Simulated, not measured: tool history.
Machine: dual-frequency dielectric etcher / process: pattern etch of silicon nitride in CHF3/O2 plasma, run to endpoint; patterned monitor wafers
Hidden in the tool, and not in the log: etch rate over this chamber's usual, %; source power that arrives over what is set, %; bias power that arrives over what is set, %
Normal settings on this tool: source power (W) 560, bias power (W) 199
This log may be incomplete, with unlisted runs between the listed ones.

| run | hour | source power (W) | bias power (W) | wafers since the last listed run | hours since the last wet clean | hours since the last source power generator calibration | hours since the last bias power generator calibration | hours since the last upper electrode change | incoming incoming film thickness, nm | endpoint time (s) |
|---|---|---|---|---|---|---|---|---|---|---|
| 1 | 0 | 560 | 188 | 0 | 179.8 | 2228.1 | 2449.6 | 2300.9 | 82.4 | 54.4 |
| 2 | 20.2 | 560 | 199 | 142 | 200 | 2248.3 | 2469.8 | 2321.1 | 83.3 | 54 |
| 3 | 33.9 | 560 | 199 | 96 | 213.7 | 2262 | 2483.5 | 2334.8 | 81.5 | 52.9 |
| 4 | 54.9 | 460 | 181 | 148 | 234.7 | 2283 | 2504.5 | 2355.8 | 82.1 | 58.5 |
| 5 | 72.9 | 460 | 181 | 126 | 252.7 | 2301 | 2522.5 | 2373.8 | 82.3 | 58.8 |
| 6 | 107.6 | 460 | 181 | 244 | 287.4 | 2335.7 | 2557.2 | 2408.5 | 82.8 | 59 |
|  | 132.3 | upper electrode replaced |
| 7 | 139.9 | 560 | 199 | 58 | 319.7 | 2368 | 2589.5 | 7.6 | 81.5 | 52.2 |
| 8 | 155 | 560 | 199 | 106 | 334.8 | 2383.1 | 2604.6 | 22.7 | 81.5 | 51.5 |
|  | 191.6 | wet clean of the chamber |
| 9 | 192.1 | 560 | 199 | 92 | 0.5 | 2420.2 | 2641.7 | 59.8 | 82.6 | 56.4 |
| 10 | 205.7 | 560 | 199 | 95 | 14.1 | 2433.8 | 2655.3 | 73.4 | 82.4 | 55.6 |
| 11 | 227.5 | 560 | 199 | 153 | 35.9 | 2455.6 | 2677.1 | 95.2 | 82.4 | 55.5 |
| 12 | 249.4 | 520 | 226 | 154 | 57.8 | 2477.5 | 2699 | 117.1 | 82.6 | 54.8 |
| 13 | 280.3 | 560 | 213 | 217 | 88.7 | 2508.4 | 2729.9 | 148 | 82.5 | 53.8 |
| 14 | 357.5 | 650 | 199 | 544 | 165.9 | 2585.6 | 2807.1 | 225.2 | 82.4 | 52.4 |
| 15 | 445.8 | 560 | 217 | 622 | 254.2 | 2673.9 | 2895.4 | 313.5 | 82 | 52.1 |
| 16 | 477.6 | 560 | 199 | 224 | 286 | 2705.7 | 2927.2 | 345.3 | 83.1 | 54.7 |
| 17 | 502 | 500 | 224 | 172 | 310.4 | 2730.1 | 2951.6 | 369.7 | 82.5 | 53.6 |
| 18 | 525.9 | 480 | 223 | 168 | 334.3 | 2754 | 2975.5 | 393.6 | 82.8 | 54.8 |
|  | 540.1 | source power generator calibrated |
| 19 | 546.8 | 670 | 199 | 119 | 355.2 | 6.7 | 2996.4 | 414.5 | 82.6 | 50.4 |
| 20 | 577.5 | 560 | 220 | 216 | 385.9 | 37.4 | 3027.1 | 445.2 | 82.2 | 51.2 |
|  | 604.3 | bias power generator calibrated |
|  | 612.9 | wet clean of the chamber |
| 21 | 680.4 | 560 | 199 | 636 | 67.5 | 140.3 | 76.1 | 548.1 | 82.5 | 55.2 |
| 22 | 707.2 | 560 | 199 | 188 | 94.3 | 167.1 | 102.9 | 574.9 | 82 | 54.9 |

What does the tool deliver on the next run?
| 23 | 722.3 | 560 | 199 | 106 | 109.4 | 182.2 | 118 | 590 | 82.6 | ? |

endpoint time (s): 55.1
Without the tool's hidden state the same run would have given endpoint time (s) 55.6.

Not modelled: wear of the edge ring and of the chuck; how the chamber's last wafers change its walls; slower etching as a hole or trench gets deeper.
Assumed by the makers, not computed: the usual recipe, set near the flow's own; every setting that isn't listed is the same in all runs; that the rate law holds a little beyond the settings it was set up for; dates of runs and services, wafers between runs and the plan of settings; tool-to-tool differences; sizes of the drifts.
